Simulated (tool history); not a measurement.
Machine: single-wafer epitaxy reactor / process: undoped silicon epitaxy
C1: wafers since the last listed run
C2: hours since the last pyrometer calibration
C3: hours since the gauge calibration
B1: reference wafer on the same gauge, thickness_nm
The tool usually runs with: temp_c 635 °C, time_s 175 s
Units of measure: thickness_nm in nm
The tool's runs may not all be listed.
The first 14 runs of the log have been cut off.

{"run": 15, "hour": 678.3, "temp_c": 635, "time_s": 175, "C1": 338, "C2": 1223.3, "C3": 1411.6, "B1": 22.5, "thickness_nm": 19.26}
{"run": 16, "hour": 745.9, "temp_c": 635, "time_s": 175, "C1": 669, "C2": 1290.9, "C3": 1479.2, "B1": 22.475, "thickness_nm": 19.243}
{"run": 17, "hour": 772.1, "temp_c": 635, "time_s": 175, "C1": 259, "C2": 1317.1, "C3": 1505.4, "B1": 22.484, "thickness_nm": 19.325}
{"run": 18, "hour": 801.6, "temp_c": 621, "time_s": 175, "C1": 292, "C2": 1346.6, "C3": 1534.9, "B1": 22.496, "thickness_nm": 14.297}
{"hour": 818.5, "done": "pyrometer calibrated"}
{"run": 19, "hour": 842.2, "temp_c": 635, "time_s": 147, "C1": 323, "C2": 23.7, "C3": 1575.5, "B1": 22.501, "thickness_nm": 15.807}
{"run": 20, "hour": 874.2, "temp_c": 647, "time_s": 194, "C1": 317, "C2": 55.7, "C3": 1607.5, "B1": 22.508, "thickness_nm": 26.874}
{"run": 21, "hour": 933.4, "temp_c": 621, "time_s": 175, "C1": 586, "C2": 114.9, "C3": 1666.7, "B1": 22.492, "thickness_nm": 13.906}
{"run": 22, "hour": 991.9, "temp_c": 635, "time_s": 175, "C1": 579, "C2": 173.4, "C3": 1725.2, "B1": 22.468, "thickness_nm": 18.894}
{"run": 23, "hour": 1029.0, "temp_c": 629, "time_s": 175, "C1": 367, "C2": 210.5, "C3": 1762.3, "B1": 22.493, "thickness_nm": 16.577}
{"run": 24, "hour": 1070.7, "temp_c": 635, "time_s": 175, "C1": 413, "C2": 252.2, "C3": 1804, "B1": 22.521, "thickness_nm": 18.98}
{"run": 25, "hour": 1138.5, "temp_c": 639, "time_s": 198, "C1": 671, "C2": 320, "C3": 1871.8, "B1": 22.47, "thickness_nm": 23.256}
{"run": 26, "hour": 1188.9, "temp_c": 642, "time_s": 141, "C1": 499, "C2": 370.4, "C3": 1922.2, "B1": 22.489, "thickness_nm": 17.745}
{"run": 27, "hour": 1393.1, "temp_c": 630, "time_s": 184, "C1": 2023, "C2": 574.6, "C3": 2126.4, "B1": 22.501, "thickness_nm": 17.997}
{"run": 28, "hour": 1434.3, "temp_c": 623, "time_s": 146, "C1": 408, "C2": 615.8, "C3": 2167.6, "B1": 22.478, "thickness_nm": 12.298}
{"run": 29, "hour": 1502.2, "temp_c": 650, "time_s": 198, "C1": 672, "C2": 683.7, "C3": 2235.5, "B1": 22.496, "thickness_nm": 29.598}
{"hour": 1544.4, "done": "gauge calibrated"}
{"run": 30, "hour": 1568.7, "temp_c": 624, "time_s": 160, "C1": 659, "C2": 750.2, "C3": 24.3, "B1": 22.5, "thickness_nm": 13.749}
{"run": 31, "hour": 1718.0, "temp_c": 648, "time_s": 161, "C1": 1479, "C2": 899.5, "C3": 173.6, "B1": 22.518, "thickness_nm": 23.075}
{"run": 32, "hour": 1771.9, "temp_c": 641, "time_s": 175, "C1": 534, "C2": 953.4, "C3": 227.5, "B1": 22.501, "thickness_nm": 21.618}
{"run": 33, "hour": 1838.2, "temp_c": 631, "time_s": 163, "C1": 657, "C2": 1019.7, "C3": 293.8, "B1": 22.517, "thickness_nm": 16.317}
{"run": 34, "hour": 1898.7, "temp_c": 645, "time_s": 156, "C1": 599, "C2": 1080.2, "C3": 354.3, "B1": 22.486, "thickness_nm": 20.964}
{"run": 35, "hour": 1955.1, "temp_c": 635, "time_s": 204, "C1": 558, "C2": 1136.6, "C3": 410.7, "B1": 22.494, "thickness_nm": 22.294}

Each row is a separate what-if for the run after 35, all from the same tool condition, not one after another. Results?
{"run": "A", "hour": 1955.5, "temp_c": 635, "time_s": 175, "C1": 3, "C2": 1137, "C3": 411.1, "B1": "?", "thickness_nm": "?"}
{"run": "B", "hour": 1955.5, "temp_c": 646, "time_s": 153, "C1": 3, "C2": 1137, "C3": 411.1, "B1": "?", "thickness_nm": "?"}
{"run": "C", "hour": 1955.5, "temp_c": 624, "time_s": 145, "C1": 3, "C2": 1137, "C3": 411.1, "B1": "?", "thickness_nm": "?"}

run=A B1=22.49 thickness_nm=19.175
run=B B1=22.49 thickness_nm=21.104
run=C B1=22.49 thickness_nm=12.554
Had the tool no hidden state, the same runs would have come out as:
run=A thickness_nm=18.882
run=B thickness_nm=20.788
run=C thickness_nm=12.358

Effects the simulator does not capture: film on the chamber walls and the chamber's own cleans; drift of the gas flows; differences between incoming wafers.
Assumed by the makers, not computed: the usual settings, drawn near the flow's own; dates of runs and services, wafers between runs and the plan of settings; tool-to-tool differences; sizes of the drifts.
